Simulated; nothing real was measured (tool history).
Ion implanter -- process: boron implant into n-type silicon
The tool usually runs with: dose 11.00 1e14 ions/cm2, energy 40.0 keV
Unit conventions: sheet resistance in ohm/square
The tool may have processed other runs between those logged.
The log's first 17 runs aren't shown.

run     day   dose  energy  wafers since the last listed run  hours since the last dose calibration  hours since the extraction supply was calibrated  hours since the gauge calibration  read-back reference wafer on the same gauge, sheet resistance  sheet resistance
     22.967  -- extraction supply calibrated
 18  23.246   7.73    40.0                               486                                 1679.6                                               6.7                               43.4                                                         105.43            127.88
 19  24.700  11.00    40.0                               655                                 1714.5                                              41.6                               78.3                                                         105.47             95.26
 20  26.067  11.00    40.0                               616                                 1747.3                                              74.4                              111.1                                                         105.40             94.99
 21  26.742   9.13    51.0                               304                                 1763.5                                              90.6                              127.3                                                         105.46            110.10
 22  27.400   9.93    40.0                               296                                 1779.3                                             106.4                              143.1                                                         105.32            103.12
     27.804  -- Faraday cup replaced and dose calibrated
 23  28.588  13.71    53.5                               385                                   18.8                                             134.9                              171.6                                                         105.37             82.10
 24  29.392  11.00    28.5                               362                                   38.1                                             154.2                              190.9                                                         105.44            100.63
 25  30.533  13.64    31.5                               514                                   65.5                                             181.6                              218.3                                                         105.40             84.07
 26  31.388  12.03    53.0                               385                                   86.0                                             202.1                              238.8                                                         105.39             90.98
 27  32.679   8.89    40.0                               582                                  117.0                                             233.1                              269.8                                                         105.45            117.16
 28  34.521   8.13    54.0                               830                                  161.2                                             277.3                              314.0                                                         105.32            124.27
 29  35.854  11.00    40.0                               601                                  193.2                                             309.3                              346.0                                                         105.39             98.21
 30  36.779  11.00    35.5                               417                                  215.4                                             331.5                              368.2                                                         105.34             98.93
 31  37.429  11.96    48.5                               293                                  231.0                                             347.1                              383.8                                                         105.48             91.74
 32  37.996  12.23    48.0                               255                                  244.6                                             360.7                              397.4                                                         105.52             90.15

Consider 3 possible next runs. They are alternatives, not a sequence: every one starts from the tool as it was left by run 32. What does each give?
  A  38.012  12.34    40.0                                 7                                  245.0                                             361.1                              397.8                                                              ?                 ?
  B  38.012  11.00    53.0                                 7                                  245.0                                             361.1                              397.8                                                              ?                 ?
  C  38.012  12.17    30.5                                 7                                  245.0                                             361.1                              397.8                                                              ?                 ?

run  read-back reference wafer on the same gauge, sheet resistance  sheet resistance
  A                                                         105.35             90.13
  B                                                         105.35             97.83
  C                                                         105.35             92.08
With the hidden condition removed and each run's random variation left untouched, the same runs would have given:
run  sheet resistance
  A             90.39
  B             98.11
  C             92.34
